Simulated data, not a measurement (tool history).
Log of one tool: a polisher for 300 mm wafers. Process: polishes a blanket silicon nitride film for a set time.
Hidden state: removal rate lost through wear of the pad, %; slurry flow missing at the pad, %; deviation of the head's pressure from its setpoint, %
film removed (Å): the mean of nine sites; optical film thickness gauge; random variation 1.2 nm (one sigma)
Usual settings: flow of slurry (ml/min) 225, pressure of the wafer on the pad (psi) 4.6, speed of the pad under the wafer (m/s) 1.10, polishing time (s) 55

run,hour,flow of slurry (ml/min),pressure of the wafer on the pad (psi),speed of the pad under the wafer (m/s),polishing time (s),wafers since the last listed run,wafers polished on this pad,hours since the slurry nozzle was cleaned,hours since the head pressure was calibrated,"incoming thickness of the incoming film, nm",film removed (Å)
1,0.0,160,4.6,1.10,55,0,134,465.2,814.3,372.9,1272
2,17.6,225,5.4,1.10,41,251,385,482.8,831.9,387.1,1070
3,30.5,225,5.4,1.10,41,184,570,495.7,844.8,382.4,1060
4,36.9,225,5.4,1.10,41,91,661,502.1,851.2,381.1,1050
5,43.2,225,4.6,1.10,55,90,751,508.4,857.5,385.1,1257
6,60.3,225,4.6,1.10,55,244,995,525.5,874.6,377.8,1237
7,73.0,225,4.6,1.10,55,181,1177,538.2,887.3,386.6,1196
8,81.3,225,4.6,1.10,55,118,1295,546.5,895.6,382.4,1210
# hour 89.7: worn pad replaced by a new one
9,98.6,225,4.6,1.10,55,190,127,563.8,912.9,373.0,1327
10,106.5,225,4.6,1.10,55,112,240,571.7,920.8,377.7,1316
11,120.9,225,4.6,0.88,55,205,446,586.1,935.2,380.5,1069
# hour 138.9: head pressure recalibrated
12,142.9,225,4.6,0.88,55,285,731,608.1,4.0,381.6,984
13,159.4,225,4.6,0.88,55,235,967,624.6,20.5,381.0,965
14,166.4,225,4.6,1.10,55,100,1067,631.6,27.5,381.2,1141
# hour 194.7: worn pad replaced by a new one
15,208.4,225,4.6,1.10,55,542,195,673.6,69.5,382.4,1241
16,223.4,225,3.4,1.44,66,214,409,688.6,84.5,382.6,1498
17,229.6,225,4.6,1.30,66,88,498,694.8,90.7,377.4,1650
18,243.7,280,4.6,1.32,55,201,699,708.9,104.8,382.5,1409
19,256.5,225,3.8,1.34,55,182,882,721.7,117.6,380.0,1216
20,268.0,225,4.6,1.10,55,164,1046,733.2,129.1,375.4,1167
21,278.4,160,4.6,1.10,55,148,1195,743.6,139.5,379.3,1084
22,288.2,290,6.1,1.10,44,140,1335,753.4,149.3,377.7,1126
23,296.3,225,3.9,1.28,55,115,1450,761.5,157.4,384.7,1140
# hour 309.1: worn pad replaced by a new one
24,313.2,225,4.6,1.10,55,184,58,778.4,174.3,378.3,1266
# hour 349.3: slurry nozzle cleaned
25,351.9,200,3.5,1.10,45,538,596,2.6,213.0,377.5,829
26,364.1,225,5.4,1.10,41,174,770,14.8,225.2,377.7,995
27,374.8,225,5.4,1.10,41,152,923,25.5,235.9,383.0,981
28,391.8,260,5.4,1.10,55,242,1166,42.5,252.9,371.2,1325
29,408.4,280,3.7,1.10,55,237,1403,59.1,269.5,375.6,1010
# hour 412.6: worn pad replaced by a new one
30,416.5,290,4.1,1.10,55,58,55,67.2,277.6,374.9,1209
31,430.0,225,4.6,1.10,55,192,248,80.7,291.1,380.9,1253
32,438.9,155,4.6,1.10,55,127,375,89.6,300.0,378.1,1200
33,455.3,225,4.6,1.10,70,234,610,106.0,316.4,371.7,1568
34,473.0,255,3.2,0.90,61,252,862,123.7,334.1,376.9,925
35,490.7,160,4.6,1.10,55,252,1115,141.4,351.8,381.7,1122
36,504.5,225,4.6,1.10,40,197,1313,155.2,365.6,375.6,857

The same runs without the tool's hidden state, with the same run-to-run variation:
run,film removed (Å)
1,1210
2,1036
3,1040
4,1037
5,1249
6,1251
7,1227
8,1252
9,1254
10,1254
11,1033
12,1037
13,1035
14,1233
15,1252
16,1534
17,1700
18,1473
19,1289
20,1251
21,1175
22,1234
23,1261
24,1247
25,848
26,1031
27,1028
28,1414
29,1097
30,1179
31,1238
32,1196
33,1589
34,954
35,1180
36,915
